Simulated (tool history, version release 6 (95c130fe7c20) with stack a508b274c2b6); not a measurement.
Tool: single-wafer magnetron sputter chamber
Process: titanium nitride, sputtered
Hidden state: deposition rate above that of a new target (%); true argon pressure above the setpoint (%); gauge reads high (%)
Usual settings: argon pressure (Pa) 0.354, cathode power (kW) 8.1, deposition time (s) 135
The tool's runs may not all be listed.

run,hour,argon pressure (Pa),cathode power (kW),deposition time (s),wafers since the last listed run,wafers on the sputter target,hours since the last manometer calibration,hours since the magnet pack was replaced,hours since the gauge calibration,"read-back reference wafer on the same gauge, thickness_nm",mean film thickness on the monitor wafer (angstrom)
1,0,0.354,8.1,135,0,5609,1693.4,3810.5,809.7,195.173,1904.73
# hour 16.5: sputter target and shields replaced
2,103.8,0.354,8.1,135,1085,989,1797.2,3914.3,913.5,195.459,1901.26
# hour 115.8: capacitance manometer re-zeroed and calibrated
3,202.3,0.354,8.1,135,1025,2015,86.5,4012.8,1012,195.603,1907.14
4,288.2,0.354,8.1,135,973,2988,172.4,4098.7,1097.9,195.588,1895.2
5,349.4,0.354,8.1,135,693,3682,233.6,4159.9,1159.1,195.742,1908.21
6,461.4,0.354,8.1,135,1269,4951,345.6,4271.9,1271.1,195.836,1907.91
# hour 475.3: gauge calibrated
7,518.8,0.354,8.1,135,650,5602,403,4329.3,43.5,193.123,1878.14
# hour 544.8: sputter target and shields replaced
8,586.4,0.354,8.1,135,675,471,470.6,4396.9,111.1,193.626,1880.56
9,640.8,0.276,8.1,135,616,1088,525,4451.3,165.5,194.097,1965.01
10,702.1,0.354,8.1,135,694,1783,586.3,4512.6,226.8,194.402,1894.43
11,750,0.354,8.1,135,542,2326,634.2,4560.5,274.7,194.682,1890.4
12,856.6,0.354,8.1,135,1208,3534,740.8,4667.1,381.3,195.131,1895.92
13,893.7,0.354,8.1,135,420,3954,777.9,4704.2,418.4,195.362,1900.7
14,931.8,0.354,8.1,135,431,4386,816,4742.3,456.5,195.547,1899.08
15,981.5,0.354,8.1,135,563,4949,865.7,4792,506.2,195.723,1894.9
16,1049.8,0.354,8.1,156,774,5723,934,4860.3,574.5,195.881,2198.63
# hour 1083.9: sputter target and shields replaced
17,1140.9,0.354,8.1,156,941,645,1025.1,4951.4,665.6,196.261,2200.33
18,1215,0.274,9.1,135,839,1485,1099.2,5025.5,739.7,196.298,2219.39
19,1265.7,0.492,8.95,109,574,2060,1149.9,5076.2,790.4,196.381,1598.15
20,1353,0.225,8.6,152,989,3049,1237.2,5163.5,877.7,196.447,2412.91
21,1401.3,0.454,8.1,119,547,3596,1285.5,5211.8,926,196.652,1604.05
22,1472,0.354,8.1,135,801,4398,1356.2,5282.5,996.7,196.736,1925.45
# hour 1483.3: magnet pack replaced
23,1574.3,0.476,9.85,115,1068,5466,1458.5,91,1099,196.775,1881.4
# hour 1599.9: sputter target and shields replaced
24,1620.4,0.243,8.1,135,431,232,1504.6,137.1,1145.1,196.748,2028.07
25,1705.5,0.415,7.4,115,964,1196,1589.7,222.2,1230.2,196.87,1451.09
# hour 1779.4: capacitance manometer re-zeroed and calibrated
26,1808.7,0.354,8.1,135,1078,2275,29.3,325.4,1333.4,197.027,1916.89
27,1902.1,0.354,8.1,135,1058,3334,122.7,418.8,1426.8,197.11,1918.93
# hour 1916.2: gauge calibrated
28,1972.1,0.258,6.65,152,793,4127,192.7,488.8,55.9,192.357,1805.89
29,2061.3,0.354,8.1,135,1010,5138,281.9,578,145.1,193.073,1877.71
# hour 2168.4: sputter target and shields replaced
30,2168.9,0.282,6.95,122,1128,5,389.5,685.6,252.7,193.806,1513.8

Forecast run 31:
31,2227.1,0.272,9.75,146,659,665,447.7,743.8,310.9,?,?

read-back reference wafer on the same gauge, thickness_nm: 194.264
mean film thickness on the monitor wafer (angstrom): 2564.91
Without the tool's hidden state the same run would have given mean film thickness on the monitor wafer (angstrom) 2537.42.
